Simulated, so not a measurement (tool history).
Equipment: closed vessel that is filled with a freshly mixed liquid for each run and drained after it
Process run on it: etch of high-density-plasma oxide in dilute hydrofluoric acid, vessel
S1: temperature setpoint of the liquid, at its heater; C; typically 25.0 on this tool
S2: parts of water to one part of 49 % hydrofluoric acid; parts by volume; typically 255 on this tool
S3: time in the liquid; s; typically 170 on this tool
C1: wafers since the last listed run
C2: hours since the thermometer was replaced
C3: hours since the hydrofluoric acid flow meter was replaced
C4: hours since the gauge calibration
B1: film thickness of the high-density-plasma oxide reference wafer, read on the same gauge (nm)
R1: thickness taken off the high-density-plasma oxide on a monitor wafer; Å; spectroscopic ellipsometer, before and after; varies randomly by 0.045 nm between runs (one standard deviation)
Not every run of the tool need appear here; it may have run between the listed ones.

Run 1, hour 0.0: usual settings but S3 115 s; C1 0; C2 2431.8; C3 383.9; C4 155.4; B1 90.004. Result: R1 30.67 Å.
Run 2, hour 7.7: usual settings but S3 115 s; C1 524; C2 2439.5; C3 391.6; C4 163.1; B1 90.007. Result: R1 30.54 Å.
Run 3, hour 17.6: usual settings but S3 140 s; C1 674; C2 2449.4; C3 401.5; C4 173.0; B1 90.015. Result: R1 37.30 Å.
At hour 20.3: gauge calibrated.
Run 4, hour 33.7: usual settings; C1 1097; C2 2465.5; C3 417.6; C4 13.4; B1 90.019. Result: R1 44.68 Å.
Run 5, hour 51.0: usual settings; C1 1179; C2 2482.8; C3 434.9; C4 30.7; B1 90.016. Result: R1 45.09 Å.
Run 6, hour 68.5: usual settings; C1 1193; C2 2500.3; C3 452.4; C4 48.2; B1 90.010. Result: R1 45.46 Å.
Run 7, hour 79.8: usual settings but S2 315 parts by volume; C1 770; C2 2511.6; C3 463.7; C4 59.5; B1 89.991. Result: R1 34.25 Å.
Run 8, hour 94.2: usual settings but S2 315 parts by volume; C1 981; C2 2526.0; C3 478.1; C4 73.9; B1 89.982. Result: R1 34.21 Å.
At hour 105.5: hydrofluoric acid flow meter replaced.
Run 9, hour 106.0: usual settings but S2 315 parts by volume; C1 736; C2 2537.8; C3 0.5; C4 85.7; B1 89.999. Result: R1 34.56 Å.
At hour 117.3: thermometer replaced.
Run 10, hour 158.7: usual settings but S1 23.0 C, S2 190 parts by volume, S3 225 s; C1 3524; C2 41.4; C3 53.2; C4 138.4; B1 90.005. Result: R1 80.11 Å.
At hour 165.8: gauge calibrated.
Run 11, hour 169.8: usual settings but S1 23.5 C, S2 215 parts by volume; C1 756; C2 52.5; C3 64.3; C4 4.0; B1 89.984. Result: R1 52.47 Å.
Run 12, hour 181.9: usual settings but S1 21.5 C, S2 310 parts by volume, S3 95 s; C1 824; C2 64.6; C3 76.4; C4 16.1; B1 90.005. Result: R1 17.33 Å.
Run 13, hour 199.8: usual settings but S1 28.0 C; C1 1220; C2 82.5; C3 94.3; C4 34.0; B1 89.990. Result: R1 50.26 Å.
Run 14, hour 212.8: usual settings but S1 23.0 C, S2 190 parts by volume, S3 225 s; C1 886; C2 95.5; C3 107.3; C4 47.0; B1 90.009. Result: R1 80.53 Å.
Run 15, hour 220.2: usual settings; C1 504; C2 102.9; C3 114.7; C4 54.4; B1 89.981. Result: R1 44.49 Å.
Run 16, hour 237.3: usual settings; C1 1165; C2 120.0; C3 131.8; C4 71.5; B1 90.015. Result: R1 45.63 Å.

Run 17 comes next. What will it give?
Run 17, hour 261.2: usual settings but S1 23.5 C, S3 130 s; C1 1629; C2 143.9; C3 155.7; C4 95.4; B1 ?. Result: R1 ?.

Run 17 yielded B1 90.013, R1 32.63 Å.
The same run, on a tool lacking any hidden state, would have yielded R1 32.63 Å.
